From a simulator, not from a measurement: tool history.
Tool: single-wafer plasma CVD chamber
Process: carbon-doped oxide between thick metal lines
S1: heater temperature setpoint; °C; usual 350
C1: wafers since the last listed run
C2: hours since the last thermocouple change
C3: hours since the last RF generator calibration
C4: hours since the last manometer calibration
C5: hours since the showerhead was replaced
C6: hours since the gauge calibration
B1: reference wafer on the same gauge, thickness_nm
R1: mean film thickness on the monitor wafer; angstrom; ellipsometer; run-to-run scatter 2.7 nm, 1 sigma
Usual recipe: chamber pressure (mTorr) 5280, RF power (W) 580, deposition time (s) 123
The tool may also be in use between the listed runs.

{"run": 1, "hour": 0.0, "S1": 350, "chamber pressure (mTorr)": 5280, "RF power (W)": 580, "deposition time (s)": 123, "C1": 0, "C2": 756.9, "C3": 321.0, "C4": 849.5, "C5": 5192.0, "C6": 180.0, "B1": 612.736, "R1": 7263.29}
{"run": 2, "hour": 97.7, "S1": 350, "chamber pressure (mTorr)": 5280, "RF power (W)": 580, "deposition time (s)": 123, "C1": 1162, "C2": 854.6, "C3": 418.7, "C4": 947.2, "C5": 5289.7, "C6": 277.7, "B1": 613.178, "R1": 7288.78}
{"run": 3, "hour": 192.1, "S1": 350, "chamber pressure (mTorr)": 5280, "RF power (W)": 580, "deposition time (s)": 123, "C1": 1123, "C2": 949.0, "C3": 513.1, "C4": 1041.6, "C5": 5384.1, "C6": 372.1, "B1": 613.351, "R1": 7280.79}
{"run": 4, "hour": 299.8, "S1": 350, "chamber pressure (mTorr)": 5280, "RF power (W)": 580, "deposition time (s)": 123, "C1": 1281, "C2": 1056.7, "C3": 620.8, "C4": 1149.3, "C5": 5491.8, "C6": 479.8, "B1": 613.091, "R1": 7224.4}
{"run": 5, "hour": 380.9, "S1": 350, "chamber pressure (mTorr)": 5280, "RF power (W)": 580, "deposition time (s)": 123, "C1": 965, "C2": 1137.8, "C3": 701.9, "C4": 1230.4, "C5": 5572.9, "C6": 560.9, "B1": 612.546, "R1": 7228.55}
{"run": 6, "hour": 488.0, "S1": 350, "chamber pressure (mTorr)": 5280, "RF power (W)": 580, "deposition time (s)": 123, "C1": 1274, "C2": 1244.9, "C3": 809.0, "C4": 1337.5, "C5": 5680.0, "C6": 668.0, "B1": 612.965, "R1": 7229.64}
{"run": 7, "hour": 565.5, "S1": 350, "chamber pressure (mTorr)": 5280, "RF power (W)": 580, "deposition time (s)": 123, "C1": 922, "C2": 1322.4, "C3": 886.5, "C4": 1415.0, "C5": 5757.5, "C6": 745.5, "B1": 613.248, "R1": 7258.94}
{"run": 8, "hour": 611.1, "S1": 350, "chamber pressure (mTorr)": 5280, "RF power (W)": 615, "deposition time (s)": 123, "C1": 542, "C2": 1368.0, "C3": 932.1, "C4": 1460.6, "C5": 5803.1, "C6": 791.1, "B1": 613.154, "R1": 7342.94}
{"hour": 632.9, "done": "capacitance manometer re-zeroed and calibrated"}
{"run": 9, "hour": 674.4, "S1": 350, "chamber pressure (mTorr)": 5280, "RF power (W)": 615, "deposition time (s)": 123, "C1": 658, "C2": 1431.3, "C3": 995.4, "C4": 41.5, "C5": 5866.4, "C6": 854.4, "B1": 613.362, "R1": 7366.27}
{"run": 10, "hour": 779.5, "S1": 350, "chamber pressure (mTorr)": 5280, "RF power (W)": 625, "deposition time (s)": 115, "C1": 1250, "C2": 1536.4, "C3": 1100.5, "C4": 146.6, "C5": 5971.5, "C6": 959.5, "B1": 613.157, "R1": 6913.28}
{"hour": 822.1, "done": "RF generator calibrated"}
{"run": 11, "hour": 862.8, "S1": 350, "chamber pressure (mTorr)": 5280, "RF power (W)": 625, "deposition time (s)": 115, "C1": 896, "C2": 1619.7, "C3": 40.7, "C4": 229.9, "C5": 6054.8, "C6": 1042.8, "B1": 613.086, "R1": 6850.76}
{"hour": 903.5, "done": "showerhead replaced"}
{"run": 12, "hour": 907.1, "S1": 350, "chamber pressure (mTorr)": 4300, "RF power (W)": 680, "deposition time (s)": 123, "C1": 432, "C2": 1664.0, "C3": 85.0, "C4": 274.2, "C5": 3.6, "C6": 1087.1, "B1": 613.154, "R1": 7192.65}
{"hour": 1053.8, "done": "RF generator calibrated, repeated, since the last time left the tool worse"}
{"run": 13, "hour": 1069.1, "S1": 350, "chamber pressure (mTorr)": 5280, "RF power (W)": 580, "deposition time (s)": 123, "C1": 1832, "C2": 1826.0, "C3": 15.3, "C4": 436.2, "C5": 165.6, "C6": 1249.1, "B1": 613.342, "R1": 7352.07}
{"hour": 1132.1, "done": "gauge calibrated"}
{"run": 14, "hour": 1154.9, "S1": 350, "chamber pressure (mTorr)": 5280, "RF power (W)": 580, "deposition time (s)": 123, "C1": 1021, "C2": 1911.8, "C3": 101.1, "C4": 522.0, "C5": 251.4, "C6": 22.8, "B1": 612.516, "R1": 7325.46}
{"hour": 1185.7, "done": "thermocouple changed; heater temperature recalibrated"}
{"run": 15, "hour": 1255.6, "S1": 350, "chamber pressure (mTorr)": 5280, "RF power (W)": 580, "deposition time (s)": 123, "C1": 1103, "C2": 69.9, "C3": 201.8, "C4": 622.7, "C5": 352.1, "C6": 123.5, "B1": 613.317, "R1": 7271.63}
{"run": 16, "hour": 1293.6, "S1": 346, "chamber pressure (mTorr)": 5970, "RF power (W)": 580, "deposition time (s)": 123, "C1": 452, "C2": 107.9, "C3": 239.8, "C4": 660.7, "C5": 390.1, "C6": 161.5, "B1": 612.191, "R1": 7517.76}
{"run": 17, "hour": 1355.5, "S1": 350, "chamber pressure (mTorr)": 5280, "RF power (W)": 580, "deposition time (s)": 116, "C1": 736, "C2": 169.8, "C3": 301.7, "C4": 722.6, "C5": 452.0, "C6": 223.4, "B1": 612.522, "R1": 6870.68}
{"run": 18, "hour": 1408.6, "S1": 361, "chamber pressure (mTorr)": 4440, "RF power (W)": 515, "deposition time (s)": 143, "C1": 631, "C2": 222.9, "C3": 354.8, "C4": 775.7, "C5": 505.1, "C6": 276.5, "B1": 613.418, "R1": 7693.86}
{"run": 19, "hour": 1510.7, "S1": 350, "chamber pressure (mTorr)": 5280, "RF power (W)": 655, "deposition time (s)": 123, "C1": 1215, "C2": 325.0, "C3": 456.9, "C4": 877.8, "C5": 607.2, "C6": 378.6, "B1": 612.38, "R1": 7542.82}
{"run": 20, "hour": 1562.7, "S1": 360, "chamber pressure (mTorr)": 6530, "RF power (W)": 580, "deposition time (s)": 123, "C1": 618, "C2": 377.0, "C3": 508.9, "C4": 929.8, "C5": 659.2, "C6": 430.6, "B1": 612.62, "R1": 7334.91}

Expected results for the next run?
{"run": 21, "hour": 1609.2, "S1": 350, "chamber pressure (mTorr)": 5280, "RF power (W)": 580, "deposition time (s)": 113, "C1": 553, "C2": 423.5, "C3": 555.4, "C4": 976.3, "C5": 705.7, "C6": 477.1, "B1": "?", "R1": "?"}

Run 21 produced B1 612.445, R1 6664.60 angstrom.
If the tool had no hidden condition, the same run with the same run-to-run variation would have returned R1 6732.19 angstrom.
